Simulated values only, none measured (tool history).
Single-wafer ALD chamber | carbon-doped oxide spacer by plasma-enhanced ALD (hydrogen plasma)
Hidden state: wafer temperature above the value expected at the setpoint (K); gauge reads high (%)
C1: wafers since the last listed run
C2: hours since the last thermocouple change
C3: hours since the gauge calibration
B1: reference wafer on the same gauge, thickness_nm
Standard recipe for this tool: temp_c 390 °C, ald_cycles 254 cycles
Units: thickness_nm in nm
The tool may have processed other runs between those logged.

{"run": 1, "hour": 0.0, "temp_c": 385, "ald_cycles": 254, "C1": 0, "C2": 254.3, "C3": 1539.2, "B1": 12.049, "thickness_nm": 11.509}
{"run": 2, "hour": 56.2, "temp_c": 399, "ald_cycles": 254, "C1": 62, "C2": 310.5, "C3": 1595.4, "B1": 12.034, "thickness_nm": 11.5}
{"run": 3, "hour": 154.3, "temp_c": 390, "ald_cycles": 254, "C1": 109, "C2": 408.6, "C3": 1693.5, "B1": 12.029, "thickness_nm": 11.499}
{"run": 4, "hour": 234.2, "temp_c": 390, "ald_cycles": 254, "C1": 89, "C2": 488.5, "C3": 1773.4, "B1": 12.023, "thickness_nm": 11.509}
{"run": 5, "hour": 294.7, "temp_c": 390, "ald_cycles": 254, "C1": 67, "C2": 549.0, "C3": 1833.9, "B1": 12.024, "thickness_nm": 11.434}
{"run": 6, "hour": 378.5, "temp_c": 393, "ald_cycles": 254, "C1": 93, "C2": 632.8, "C3": 1917.7, "B1": 12.017, "thickness_nm": 11.491}
{"run": 7, "hour": 440.2, "temp_c": 393, "ald_cycles": 254, "C1": 68, "C2": 694.5, "C3": 1979.4, "B1": 12.007, "thickness_nm": 11.462}
{"run": 8, "hour": 507.3, "temp_c": 393, "ald_cycles": 254, "C1": 74, "C2": 761.6, "C3": 2046.5, "B1": 12.002, "thickness_nm": 11.463}
{"run": 9, "hour": 566.4, "temp_c": 393, "ald_cycles": 225, "C1": 65, "C2": 820.7, "C3": 2105.6, "B1": 12.006, "thickness_nm": 10.159}
{"run": 10, "hour": 661.1, "temp_c": 393, "ald_cycles": 225, "C1": 105, "C2": 915.4, "C3": 2200.3, "B1": 11.998, "thickness_nm": 10.178}
{"run": 11, "hour": 713.9, "temp_c": 393, "ald_cycles": 225, "C1": 58, "C2": 968.2, "C3": 2253.1, "B1": 12.0, "thickness_nm": 10.112}
{"run": 12, "hour": 785.5, "temp_c": 390, "ald_cycles": 229, "C1": 79, "C2": 1039.8, "C3": 2324.7, "B1": 11.99, "thickness_nm": 10.33}
{"run": 13, "hour": 861.4, "temp_c": 390, "ald_cycles": 229, "C1": 84, "C2": 1115.7, "C3": 2400.6, "B1": 11.988, "thickness_nm": 10.289}
{"run": 14, "hour": 963.2, "temp_c": 390, "ald_cycles": 229, "C1": 113, "C2": 1217.5, "C3": 2502.4, "B1": 11.967, "thickness_nm": 10.297}
{"run": 15, "hour": 1003.7, "temp_c": 390, "ald_cycles": 254, "C1": 45, "C2": 1258.0, "C3": 2542.9, "B1": 11.963, "thickness_nm": 11.454}
{"run": 16, "hour": 1085.2, "temp_c": 397, "ald_cycles": 254, "C1": 90, "C2": 1339.5, "C3": 2624.4, "B1": 11.969, "thickness_nm": 11.404}
{"run": 17, "hour": 1164.0, "temp_c": 399, "ald_cycles": 287, "C1": 87, "C2": 1418.3, "C3": 2703.2, "B1": 11.949, "thickness_nm": 12.882}
{"hour": 1169.2, "done": "gauge calibrated"}
{"run": 18, "hour": 1228.2, "temp_c": 390, "ald_cycles": 206, "C1": 71, "C2": 1482.5, "C3": 59.0, "B1": 12.145, "thickness_nm": 9.4}
{"run": 19, "hour": 1314.8, "temp_c": 395, "ald_cycles": 275, "C1": 96, "C2": 1569.1, "C3": 145.6, "B1": 12.144, "thickness_nm": 12.573}
{"run": 20, "hour": 1377.7, "temp_c": 390, "ald_cycles": 298, "C1": 70, "C2": 1632.0, "C3": 208.5, "B1": 12.142, "thickness_nm": 13.564}
{"run": 21, "hour": 1451.1, "temp_c": 390, "ald_cycles": 254, "C1": 81, "C2": 1705.4, "C3": 281.9, "B1": 12.142, "thickness_nm": 11.558}
{"run": 22, "hour": 1518.4, "temp_c": 390, "ald_cycles": 254, "C1": 75, "C2": 1772.7, "C3": 349.2, "B1": 12.132, "thickness_nm": 11.553}
{"run": 23, "hour": 1603.3, "temp_c": 390, "ald_cycles": 241, "C1": 94, "C2": 1857.6, "C3": 434.1, "B1": 12.136, "thickness_nm": 10.964}
{"hour": 1731.7, "done": "thermocouple changed; heater temperature recalibrated"}
{"run": 24, "hour": 1835.7, "temp_c": 384, "ald_cycles": 289, "C1": 250, "C2": 104.0, "C3": 666.5, "B1": 12.14, "thickness_nm": 13.235}
{"run": 25, "hour": 1894.1, "temp_c": 375, "ald_cycles": 279, "C1": 65, "C2": 162.4, "C3": 724.9, "B1": 12.129, "thickness_nm": 12.763}
{"run": 26, "hour": 1986.8, "temp_c": 382, "ald_cycles": 224, "C1": 103, "C2": 255.1, "C3": 817.6, "B1": 12.13, "thickness_nm": 10.229}
{"run": 27, "hour": 2270.2, "temp_c": 404, "ald_cycles": 254, "C1": 316, "C2": 538.5, "C3": 1101.0, "B1": 12.122, "thickness_nm": 11.508}
{"run": 28, "hour": 2315.9, "temp_c": 390, "ald_cycles": 254, "C1": 50, "C2": 584.2, "C3": 1146.7, "B1": 12.122, "thickness_nm": 11.576}
{"run": 29, "hour": 2385.5, "temp_c": 390, "ald_cycles": 272, "C1": 77, "C2": 653.8, "C3": 1216.3, "B1": 12.114, "thickness_nm": 12.454}
{"run": 30, "hour": 2614.2, "temp_c": 377, "ald_cycles": 229, "C1": 255, "C2": 882.5, "C3": 1445.0, "B1": 12.104, "thickness_nm": 10.438}
{"run": 31, "hour": 2683.7, "temp_c": 404, "ald_cycles": 303, "C1": 77, "C2": 952.0, "C3": 1514.5, "B1": 12.096, "thickness_nm": 13.657}

Measured less the same run without the tool's hidden state. The same run-to-run variation is in both; the gauge's scatter may not be:
run=1 thickness_nm=-0.058
run=2 thickness_nm=-0.060
run=3 thickness_nm=-0.066
run=4 thickness_nm=-0.071
run=5 thickness_nm=-0.075
run=6 thickness_nm=-0.080
run=7 thickness_nm=-0.084
run=8 thickness_nm=-0.089
run=9 thickness_nm=-0.083
run=10 thickness_nm=-0.089
run=11 thickness_nm=-0.091
run=12 thickness_nm=-0.099
run=13 thickness_nm=-0.104
run=14 thickness_nm=-0.112
run=15 thickness_nm=-0.128
run=16 thickness_nm=-0.134
run=17 thickness_nm=-0.160
run=18 thickness_nm=+0.031
run=19 thickness_nm=+0.041
run=20 thickness_nm=+0.044
run=21 thickness_nm=+0.037
run=22 thickness_nm=+0.036
run=23 thickness_nm=+0.033
run=24 thickness_nm=+0.036
run=25 thickness_nm=+0.033
run=26 thickness_nm=+0.024
run=27 thickness_nm=+0.017
run=28 thickness_nm=+0.016
run=29 thickness_nm=+0.014
run=30 thickness_nm=+0.003
run=31 thickness_nm=-0.001

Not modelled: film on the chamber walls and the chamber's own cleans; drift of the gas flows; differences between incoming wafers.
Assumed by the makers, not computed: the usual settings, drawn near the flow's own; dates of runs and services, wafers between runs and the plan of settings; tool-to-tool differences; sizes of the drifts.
